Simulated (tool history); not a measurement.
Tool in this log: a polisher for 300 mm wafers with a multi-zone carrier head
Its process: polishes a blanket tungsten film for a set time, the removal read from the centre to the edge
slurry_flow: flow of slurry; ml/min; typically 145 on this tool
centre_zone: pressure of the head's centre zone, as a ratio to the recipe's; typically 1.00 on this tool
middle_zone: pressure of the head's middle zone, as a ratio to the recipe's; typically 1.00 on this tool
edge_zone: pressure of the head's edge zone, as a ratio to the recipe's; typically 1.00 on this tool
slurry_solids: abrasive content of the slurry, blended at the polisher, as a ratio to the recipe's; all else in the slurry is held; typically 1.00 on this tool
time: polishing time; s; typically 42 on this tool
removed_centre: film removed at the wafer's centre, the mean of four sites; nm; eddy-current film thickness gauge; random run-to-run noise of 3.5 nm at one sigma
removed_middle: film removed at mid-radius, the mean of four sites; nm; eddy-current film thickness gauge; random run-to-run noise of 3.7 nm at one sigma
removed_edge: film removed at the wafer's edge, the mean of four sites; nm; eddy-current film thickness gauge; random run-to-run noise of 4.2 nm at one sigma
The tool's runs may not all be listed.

| run | hour | slurry_flow | centre_zone | middle_zone | edge_zone | slurry_solids | time | wafers since the last listed run | wafers polished on this pad | hours since the slurry nozzle was cleaned | hours since the centre zone pressure was calibrated | hours since the edge zone pressure was calibrated | hours since the carrier head's membrane was replaced | incoming thickness of the incoming film, nm | removed_centre | removed_middle | removed_edge |
|---|---|---|---|---|---|---|---|---|---|---|---|---|---|---|---|---|---|
| 1 | 0.0 | 145 | 1.00 | 1.00 | 1.00 | 0.80 | 42 | 0 | 550 | 183.9 | 35.8 | 14.2 | 102.6 | 1195.8 | 285.9 | 292.8 | 284.1 |
| 2 | 24.8 | 145 | 1.00 | 1.00 | 1.00 | 0.80 | 42 | 279 | 829 | 208.7 | 60.6 | 39.0 | 127.4 | 1183.6 | 274.6 | 292.4 | 297.2 |
| 3 | 60.5 | 145 | 1.00 | 1.00 | 1.00 | 1.00 | 42 | 401 | 1231 | 244.4 | 96.3 | 74.7 | 163.1 | 1181.5 | 293.7 | 323.9 | 315.6 |
|  | 72.7 | worn pad replaced by a new one |
| 4 | 88.1 | 145 | 1.00 | 1.00 | 1.00 | 1.00 | 42 | 265 | 173 | 272.0 | 123.9 | 102.3 | 190.7 | 1177.1 | 283.6 | 312.1 | 312.0 |
| 5 | 118.9 | 145 | 1.00 | 1.00 | 1.00 | 1.00 | 42 | 346 | 519 | 302.8 | 154.7 | 133.1 | 221.5 | 1174.1 | 292.1 | 310.1 | 314.8 |
|  | 175.4 | slurry nozzle cleaned |
|  | 208.0 | worn pad replaced by a new one |
| 6 | 210.4 | 145 | 1.00 | 1.00 | 0.97 | 1.15 | 42 | 973 | 26 | 35.0 | 246.2 | 224.6 | 313.0 | 1187.8 | 296.6 | 338.9 | 325.1 |
| 7 | 232.5 | 165 | 1.00 | 1.00 | 1.00 | 1.00 | 42 | 248 | 275 | 57.1 | 268.3 | 246.7 | 335.1 | 1182.0 | 292.8 | 331.3 | 313.4 |
| 8 | 261.4 | 145 | 1.00 | 1.00 | 1.00 | 1.00 | 42 | 325 | 601 | 86.0 | 297.2 | 275.6 | 364.0 | 1199.4 | 278.5 | 314.7 | 313.7 |
|  | 292.1 | centre zone pressure recalibrated |
|  | 297.5 | edge zone pressure recalibrated |
|  | 346.0 | worn pad replaced by a new one |
| 9 | 369.3 | 145 | 1.00 | 1.00 | 1.00 | 1.00 | 42 | 1124 | 262 | 193.9 | 77.2 | 71.8 | 471.9 | 1194.6 | 304.9 | 318.7 | 315.6 |
| 10 | 382.0 | 145 | 1.00 | 1.00 | 1.00 | 1.00 | 42 | 142 | 405 | 206.6 | 89.9 | 84.5 | 484.6 | 1191.1 | 299.3 | 317.0 | 304.8 |
| 11 | 394.3 | 110 | 1.00 | 0.92 | 1.00 | 1.00 | 28 | 138 | 543 | 218.9 | 102.2 | 96.8 | 496.9 | 1213.5 | 181.5 | 183.0 | 196.3 |
| 12 | 425.7 | 145 | 1.00 | 1.00 | 1.00 | 1.00 | 42 | 353 | 897 | 250.3 | 133.6 | 128.2 | 528.3 | 1188.3 | 292.7 | 307.7 | 320.5 |
| 13 | 448.3 | 160 | 1.00 | 1.00 | 1.06 | 0.75 | 42 | 254 | 1151 | 272.9 | 156.2 | 150.8 | 550.9 | 1186.5 | 263.7 | 284.1 | 296.6 |
|  | 467.1 | worn pad replaced by a new one |
| 14 | 472.2 | 145 | 1.00 | 1.05 | 1.00 | 1.00 | 36 | 224 | 57 | 296.8 | 180.1 | 174.7 | 574.8 | 1185.9 | 247.7 | 281.9 | 266.2 |
|  | 500.1 | carrier head's membrane replaced by a new one |
|  | 500.6 | slurry nozzle cleaned |
| 15 | 501.1 | 115 | 1.08 | 1.00 | 1.00 | 1.25 | 42 | 263 | 320 | 0.5 | 209.0 | 203.6 | 1.0 | 1204.9 | 307.9 | 315.6 | 327.0 |
| 16 | 513.9 | 145 | 1.00 | 0.90 | 1.00 | 1.00 | 42 | 144 | 465 | 13.3 | 221.8 | 216.4 | 13.8 | 1183.7 | 283.6 | 292.1 | 314.7 |
| 17 | 571.7 | 180 | 1.00 | 0.91 | 0.92 | 1.00 | 42 | 650 | 1115 | 71.1 | 279.6 | 274.2 | 71.6 | 1186.8 | 297.9 | 301.9 | 310.8 |
|  | 588.8 | centre zone pressure recalibrated |
| 18 | 589.3 | 145 | 0.95 | 1.00 | 1.00 | 1.00 | 42 | 175 | 1291 | 88.7 | 0.5 | 291.8 | 89.2 | 1174.6 | 313.0 | 310.8 | 312.6 |
|  | 593.1 | edge zone pressure recalibrated |
|  | 600.7 | worn pad replaced by a new one |
| 19 | 613.4 | 145 | 1.00 | 1.00 | 0.97 | 1.15 | 42 | 203 | 143 | 112.8 | 24.6 | 20.3 | 113.3 | 1206.0 | 334.6 | 329.0 | 326.8 |
| 20 | 628.6 | 145 | 1.00 | 1.00 | 1.00 | 1.00 | 30 | 171 | 314 | 128.0 | 39.8 | 35.5 | 128.5 | 1188.7 | 222.6 | 218.5 | 220.5 |

What if the next run were any one of these 3? Each begins from the tool's condition after run 20:
| A | 629.0 | 145 | 1.00 | 1.00 | 0.95 | 1.00 | 42 | 4 | 319 | 128.4 | 40.2 | 35.9 | 128.9 | 1205.0 | ? | ? | ? |
| B | 629.0 | 145 | 1.03 | 1.00 | 0.96 | 0.85 | 55 | 4 | 319 | 128.4 | 40.2 | 35.9 | 128.9 | 1205.0 | ? | ? | ? |
| C | 629.0 | 145 | 1.00 | 1.11 | 1.08 | 1.00 | 42 | 4 | 319 | 128.4 | 40.2 | 35.9 | 128.9 | 1205.0 | ? | ? | ? |

| run | removed_centre | removed_middle | removed_edge |
|---|---|---|---|
| A | 315.6 | 305.9 | 305.2 |
| B | 402.4 | 378.6 | 379.7 |
| C | 315.8 | 334.3 | 324.4 |
With no hidden state in the tool, these same runs would have given:
| run | removed_centre | removed_middle | removed_edge |
|---|---|---|---|
| A | 322.6 | 305.9 | 305.2 |
| B | 411.3 | 378.5 | 379.7 |
| C | 322.8 | 334.2 | 324.4 |

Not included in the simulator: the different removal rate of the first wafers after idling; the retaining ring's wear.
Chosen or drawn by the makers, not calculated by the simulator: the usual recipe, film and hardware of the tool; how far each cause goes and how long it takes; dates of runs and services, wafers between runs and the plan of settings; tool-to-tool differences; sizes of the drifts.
